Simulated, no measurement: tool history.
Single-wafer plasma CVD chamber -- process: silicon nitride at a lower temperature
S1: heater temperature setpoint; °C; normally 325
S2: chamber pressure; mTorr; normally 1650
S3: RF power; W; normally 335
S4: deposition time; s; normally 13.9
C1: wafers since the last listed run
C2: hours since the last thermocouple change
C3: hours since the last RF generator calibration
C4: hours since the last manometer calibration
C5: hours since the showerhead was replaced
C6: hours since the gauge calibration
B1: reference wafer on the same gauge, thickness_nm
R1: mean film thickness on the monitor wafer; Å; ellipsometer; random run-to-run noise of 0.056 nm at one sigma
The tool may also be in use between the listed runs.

run 1 hour=0.0 | S1=325 S2=1650 S3=335 S4=15.8 | C1=0 C2=2502.3 C3=162.1 C4=1122.3 C5=3272.5 C6=448.7 | B1=20.202 | R1=194.04
run 2 hour=33.6 | S1=325 S2=1650 S3=335 S4=15.8 | C1=1466 C2=2535.9 C3=195.7 C4=1155.9 C5=3306.1 C6=482.3 | B1=20.193 | R1=194.23
run 3 hour=71.9 | S1=325 S2=1650 S3=335 S4=15.8 | C1=1671 C2=2574.2 C3=234.0 C4=1194.2 C5=3344.4 C6=520.6 | B1=20.194 | R1=193.37
run 4 hour=121.9 | S1=325 S2=1930 S3=335 S4=13.9 | C1=2182 C2=2624.2 C3=284.0 C4=1244.2 C5=3394.4 C6=570.6 | B1=20.191 | R1=174.87
run 5 hour=149.5 | S1=325 S2=1930 S3=335 S4=13.9 | C1=1204 C2=2651.8 C3=311.6 C4=1271.8 C5=3422.0 C6=598.2 | B1=20.195 | R1=173.45
run 6 hour=214.7 | S1=325 S2=1650 S3=335 S4=12.2 | C1=2845 C2=2717.0 C3=376.8 C4=1337.0 C5=3487.2 C6=663.4 | B1=20.191 | R1=147.93
run 7 hour=250.8 | S1=325 S2=1650 S3=335 S4=12.2 | C1=1575 C2=2753.1 C3=412.9 C4=1373.1 C5=3523.3 C6=699.5 | B1=20.196 | R1=148.52
run 8 hour=305.9 | S1=325 S2=1650 S3=295 S4=13.9 | C1=2404 C2=2808.2 C3=468.0 C4=1428.2 C5=3578.4 C6=754.6 | B1=20.186 | R1=152.38
run 9 hour=343.1 | S1=325 S2=1650 S3=295 S4=13.9 | C1=1623 C2=2845.4 C3=505.2 C4=1465.4 C5=3615.6 C6=791.8 | B1=20.212 | R1=153.44
-- hour=375.4 thermocouple changed; heater temperature recalibrated
run 10 hour=410.8 | S1=325 S2=1650 S3=295 S4=13.9 | C1=2605 C2=35.4 C3=572.9 C4=1533.1 C5=3683.3 C6=859.5 | B1=20.199 | R1=151.67
-- hour=426.8 gauge calibrated
run 11 hour=460.9 | S1=332 S2=2050 S3=335 S4=15.8 | C1=2186 C2=85.5 C3=623.0 C4=1583.2 C5=3733.4 C6=34.1 | B1=20.202 | R1=198.22
run 12 hour=520.7 | S1=325 S2=1830 S3=350 S4=13.9 | C1=2610 C2=145.3 C3=682.8 C4=1643.0 C5=3793.2 C6=93.9 | B1=20.197 | R1=178.85
run 13 hour=571.4 | S1=325 S2=1650 S3=335 S4=13.9 | C1=2212 C2=196.0 C3=733.5 C4=1693.7 C5=3843.9 C6=144.6 | B1=20.205 | R1=169.18
run 14 hour=615.6 | S1=314 S2=1470 S3=385 S4=13.9 | C1=1929 C2=240.2 C3=777.7 C4=1737.9 C5=3888.1 C6=188.8 | B1=20.202 | R1=185.62
run 15 hour=666.1 | S1=325 S2=1830 S3=280 S4=12.2 | C1=2204 C2=290.7 C3=828.2 C4=1788.4 C5=3938.6 C6=239.3 | B1=20.195 | R1=129.74
-- hour=678.4 capacitance manometer re-zeroed and calibrated
run 16 hour=724.5 | S1=312 S2=1810 S3=290 S4=16.4 | C1=2199 C2=349.1 C3=886.6 C4=46.1 C5=3997.0 C6=297.7 | B1=20.207 | R1=181.82
run 17 hour=776.3 | S1=325 S2=1650 S3=335 S4=15.0 | C1=2260 C2=400.9 C3=938.4 C4=97.9 C5=4048.8 C6=349.5 | B1=20.206 | R1=184.85
-- hour=791.8 RF generator calibrated
run 18 hour=837.8 | S1=316 S2=1830 S3=315 S4=12.4 | C1=2335 C2=462.4 C3=46.0 C4=159.4 C5=4110.3 C6=411.0 | B1=20.187 | R1=148.21
run 19 hour=892.4 | S1=316 S2=1650 S3=365 S4=16.4 | C1=2383 C2=517.0 C3=100.6 C4=214.0 C5=4164.9 C6=465.6 | B1=20.207 | R1=216.70
run 20 hour=962.6 | S1=333 S2=1650 S3=315 S4=13.9 | C1=3063 C2=587.2 C3=170.8 C4=284.2 C5=4235.1 C6=535.8 | B1=20.194 | R1=161.66
-- hour=975.4 showerhead replaced
run 21 hour=1007.4 | S1=312 S2=1650 S3=300 S4=13.9 | C1=1606 C2=632.0 C3=215.6 C4=329.0 C5=32.0 C6=580.6 | B1=20.195 | R1=155.94
run 22 hour=1055.5 | S1=325 S2=1650 S3=335 S4=13.9 | C1=2099 C2=680.1 C3=263.7 C4=377.1 C5=80.1 C6=628.7 | B1=20.205 | R1=170.78
run 23 hour=1117.9 | S1=325 S2=1860 S3=335 S4=11.6 | C1=2723 C2=742.5 C3=326.1 C4=439.5 C5=142.5 C6=691.1 | B1=20.203 | R1=146.11
run 24 hour=1144.4 | S1=325 S2=1650 S3=335 S4=13.9 | C1=1156 C2=769.0 C3=352.6 C4=466.0 C5=169.0 C6=717.6 | B1=20.197 | R1=170.49
run 25 hour=1182.5 | S1=336 S2=1650 S3=380 S4=13.9 | C1=1662 C2=807.1 C3=390.7 C4=504.1 C5=207.1 C6=755.7 | B1=20.200 | R1=187.08
-- hour=1183.7 gauge calibrated
run 26 hour=1243.4 | S1=320 S2=1650 S3=335 S4=11.9 | C1=2658 C2=868.0 C3=451.6 C4=565.0 C5=268.0 C6=59.7 | B1=20.207 | R1=146.15
run 27 hour=1283.2 | S1=317 S2=1510 S3=390 S4=12.2 | C1=1737 C2=907.8 C3=491.4 C4=604.8 C5=307.8 C6=99.5 | B1=20.192 | R1=166.97

Forecast each of these 5 alternatives for the next run:
run A hour=1283.6 | S1=325 S2=1650 S3=355 S4=13.9 | C1=17 C2=908.2 C3=491.8 C4=605.2 C5=308.2 C6=99.9 | B1=? | R1=?
run B hour=1283.6 | S1=325 S2=1870 S3=335 S4=13.9 | C1=17 C2=908.2 C3=491.8 C4=605.2 C5=308.2 C6=99.9 | B1=? | R1=?
run C hour=1283.6 | S1=325 S2=1650 S3=280 S4=13.9 | C1=17 C2=908.2 C3=491.8 C4=605.2 C5=308.2 C6=99.9 | B1=? | R1=?
run D hour=1283.6 | S1=325 S2=1650 S3=390 S4=11.7 | C1=17 C2=908.2 C3=491.8 C4=605.2 C5=308.2 C6=99.9 | B1=? | R1=?
run E hour=1283.6 | S1=317 S2=1650 S3=335 S4=13.9 | C1=17 C2=908.2 C3=491.8 C4=605.2 C5=308.2 C6=99.9 | B1=? | R1=?

run=A B1=20.203 R1=179.12
run=B B1=20.203 R1=174.73
run=C B1=20.203 R1=146.20
run=D B1=20.203 R1=162.14
run=E B1=20.203 R1=171.54
Had the tool no hidden state, the same runs would have come out as:
run=A R1=180.09
run=B R1=175.65
run=C R1=146.99
run=D R1=163.02
run=E R1=172.46

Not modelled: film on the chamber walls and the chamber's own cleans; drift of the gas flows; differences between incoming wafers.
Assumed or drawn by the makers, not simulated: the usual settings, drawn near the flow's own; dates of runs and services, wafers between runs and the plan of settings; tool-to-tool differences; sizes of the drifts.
